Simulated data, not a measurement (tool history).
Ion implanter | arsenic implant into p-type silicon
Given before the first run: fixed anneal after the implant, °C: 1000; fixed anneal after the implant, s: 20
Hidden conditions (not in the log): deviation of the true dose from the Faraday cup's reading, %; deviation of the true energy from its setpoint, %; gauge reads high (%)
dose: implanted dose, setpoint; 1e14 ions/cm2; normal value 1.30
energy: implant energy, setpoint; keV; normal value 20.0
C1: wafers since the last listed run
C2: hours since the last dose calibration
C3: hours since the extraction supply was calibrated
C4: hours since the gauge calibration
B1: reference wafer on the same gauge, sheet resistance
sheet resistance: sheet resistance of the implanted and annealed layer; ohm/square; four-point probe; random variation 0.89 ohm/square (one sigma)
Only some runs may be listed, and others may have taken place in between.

Run 1, hour 0.0: usual settings; C1 0; C2 1180.2; C3 6311.9; C4 195.4; B1 503.80. Result: sheet resistance 611.76 ohm/square.
Run 2, hour 8.1: usual settings but dose 1.09 1e14 ions/cm2; C1 177; C2 1188.3; C3 6320.0; C4 203.5; B1 504.10. Result: sheet resistance 695.19 ohm/square.
Run 3, hour 46.0: usual settings but dose 1.09 1e14 ions/cm2; C1 828; C2 1226.2; C3 6357.9; C4 241.4; B1 503.99. Result: sheet resistance 696.07 ohm/square.
Run 4, hour 65.8: usual settings but dose 1.09 1e14 ions/cm2; C1 433; C2 1246.0; C3 6377.7; C4 261.2; B1 503.99. Result: sheet resistance 694.49 ohm/square.
Run 5, hour 74.5: usual settings but dose 1.22 1e14 ions/cm2, energy 24.0 keV; C1 190; C2 1254.7; C3 6386.4; C4 269.9; B1 504.25. Result: sheet resistance 621.33 ohm/square.
Run 6, hour 86.0: usual settings but dose 1.22 1e14 ions/cm2, energy 24.0 keV; C1 251; C2 1266.2; C3 6397.9; C4 281.4; B1 504.14. Result: sheet resistance 622.84 ohm/square.
Run 7, hour 95.2: usual settings but dose 1.22 1e14 ions/cm2, energy 24.0 keV; C1 201; C2 1275.4; C3 6407.1; C4 290.6; B1 504.39. Result: sheet resistance 623.37 ohm/square.
Run 8, hour 105.8: usual settings; C1 231; C2 1286.0; C3 6417.7; C4 301.2; B1 503.88. Result: sheet resistance 615.63 ohm/square.
Run 9, hour 115.3: usual settings; C1 207; C2 1295.5; C3 6427.2; C4 310.7; B1 503.77. Result: sheet resistance 613.43 ohm/square.
Run 10, hour 131.2: usual settings; C1 347; C2 1311.4; C3 6443.1; C4 326.6; B1 504.33. Result: sheet resistance 614.74 ohm/square.
Run 11, hour 163.3: usual settings but dose 1.58 1e14 ions/cm2, energy 22.5 keV; C1 702; C2 1343.5; C3 6475.2; C4 358.7; B1 504.01. Result: sheet resistance 524.73 ohm/square.
Run 12, hour 173.3: usual settings but dose 1.58 1e14 ions/cm2, energy 22.5 keV; C1 218; C2 1353.5; C3 6485.2; C4 368.7; B1 503.71. Result: sheet resistance 523.44 ohm/square.
At hour 205.2: Faraday cup replaced and dose calibrated.
Run 13, hour 219.7: usual settings but dose 1.58 1e14 ions/cm2, energy 22.5 keV; C1 839; C2 14.5; C3 6531.6; C4 415.1; B1 504.43. Result: sheet resistance 506.50 ohm/square.
Run 14, hour 227.2: usual settings but dose 1.59 1e14 ions/cm2, energy 21.5 keV; C1 164; C2 22.0; C3 6539.1; C4 422.6; B1 503.94. Result: sheet resistance 509.03 ohm/square.
Run 15, hour 234.7: usual settings but dose 1.59 1e14 ions/cm2, energy 21.5 keV; C1 164; C2 29.5; C3 6546.6; C4 430.1; B1 504.16. Result: sheet resistance 509.22 ohm/square.
Run 16, hour 246.7: usual settings but dose 1.53 1e14 ions/cm2, energy 15.0 keV; C1 262; C2 41.5; C3 6558.6; C4 442.1; B1 504.16. Result: sheet resistance 550.95 ohm/square.
Run 17, hour 257.2: usual settings but energy 22.5 keV; C1 229; C2 52.0; C3 6569.1; C4 452.6; B1 503.94. Result: sheet resistance 585.06 ohm/square.
Run 18, hour 269.7: usual settings but energy 15.5 keV; C1 273; C2 64.5; C3 6581.6; C4 465.1; B1 504.07. Result: sheet resistance 619.39 ohm/square.
At hour 282.5: extraction supply calibrated.
Run 19, hour 283.0: usual settings but dose 1.58 1e14 ions/cm2, energy 22.0 keV; C1 115; C2 77.8; C3 0.5; C4 478.4; B1 504.03. Result: sheet resistance 511.43 ohm/square.
Run 20, hour 289.4: usual settings; C1 139; C2 84.2; C3 6.9; C4 484.8; B1 503.85. Result: sheet resistance 595.57 ohm/square.
Run 21, hour 295.6: usual settings; C1 135; C2 90.4; C3 13.1; C4 491.0; B1 503.99. Result: sheet resistance 595.37 ohm/square.
Run 22, hour 316.2: usual settings but dose 0.92 1e14 ions/cm2, energy 18.0 keV; C1 450; C2 111.0; C3 33.7; C4 511.6; B1 503.97. Result: sheet resistance 776.21 ohm/square.
At hour 318.6: gauge calibrated.
Run 23, hour 326.2: usual settings but dose 1.22 1e14 ions/cm2, energy 24.0 keV; C1 218; C2 121.0; C3 43.7; C4 7.6; B1 503.83. Result: sheet resistance 606.26 ohm/square.
Run 24, hour 341.4: usual settings; C1 332; C2 136.2; C3 58.9; C4 22.8; B1 504.26. Result: sheet resistance 595.14 ohm/square.
Run 25, hour 348.7: usual settings but dose 1.42 1e14 ions/cm2; C1 159; C2 143.5; C3 66.2; C4 30.1; B1 503.80. Result: sheet resistance 560.32 ohm/square.
Run 26, hour 363.4: usual settings but energy 17.0 keV; C1 321; C2 158.2; C3 80.9; C4 44.8; B1 504.03. Result: sheet resistance 613.48 ohm/square.
Run 27, hour 369.7: usual settings but dose 0.97 1e14 ions/cm2, energy 22.5 keV; C1 137; C2 164.5; C3 87.2; C4 51.1; B1 503.97. Result: sheet resistance 720.96 ohm/square.
Run 28, hour 381.7: usual settings but dose 1.49 1e14 ions/cm2, energy 17.0 keV; C1 262; C2 176.5; C3 99.2; C4 63.1; B1 504.07. Result: sheet resistance 553.94 ohm/square.
Run 29, hour 394.3: usual settings but energy 25.0 keV; C1 275; C2 189.1; C3 111.8; C4 75.7; B1 503.98. Result: sheet resistance 576.26 ohm/square.
Run 30, hour 404.8: usual settings but dose 1.12 1e14 ions/cm2, energy 25.5 keV; C1 229; C2 199.6; C3 122.3; C4 86.2; B1 504.11. Result: sheet resistance 638.04 ohm/square.
Run 31, hour 414.8: usual settings but dose 1.07 1e14 ions/cm2; C1 218; C2 209.6; C3 132.3; C4 96.2; B1 503.85. Result: sheet resistance 687.49 ohm/square.

Pick out some run-to-run changes in sheet resistance. Of each, how much would a tool without hidden state show as well, from the settings, what came in and chance, and how much is left for the hidden state and any gauge scatter not in both results compared?
Run 1 -> 2: dose 1.30 -> 1.09. sheet resistance +83.43 ohm/square: hidden state +1.93, all else +81.50.
Run 10 -> 11: dose 1.30 -> 1.58, energy 20.0 -> 22.5. sheet resistance -90.01 ohm/square: hidden state -2.05, all else -87.96.
Run 12 -> 13: Faraday cup replaced and dose calibrated. sheet resistance -16.94 ohm/square: hidden state -16.35, all else -0.59.
Run 21 -> 22: dose 1.30 -> 0.92, energy 20.0 -> 18.0. sheet resistance +180.84 ohm/square: hidden state +0.37, all else +180.47.
Run 22 -> 23: dose 0.92 -> 1.22, energy 18.0 -> 24.0, gauge calibrated. sheet resistance -169.95 ohm/square: hidden state +0.03, all else -169.98.
Run 27 -> 28: dose 0.97 -> 1.49, energy 22.5 -> 17.0. sheet resistance -167.02 ohm/square: hidden state -0.08, all else -166.94.

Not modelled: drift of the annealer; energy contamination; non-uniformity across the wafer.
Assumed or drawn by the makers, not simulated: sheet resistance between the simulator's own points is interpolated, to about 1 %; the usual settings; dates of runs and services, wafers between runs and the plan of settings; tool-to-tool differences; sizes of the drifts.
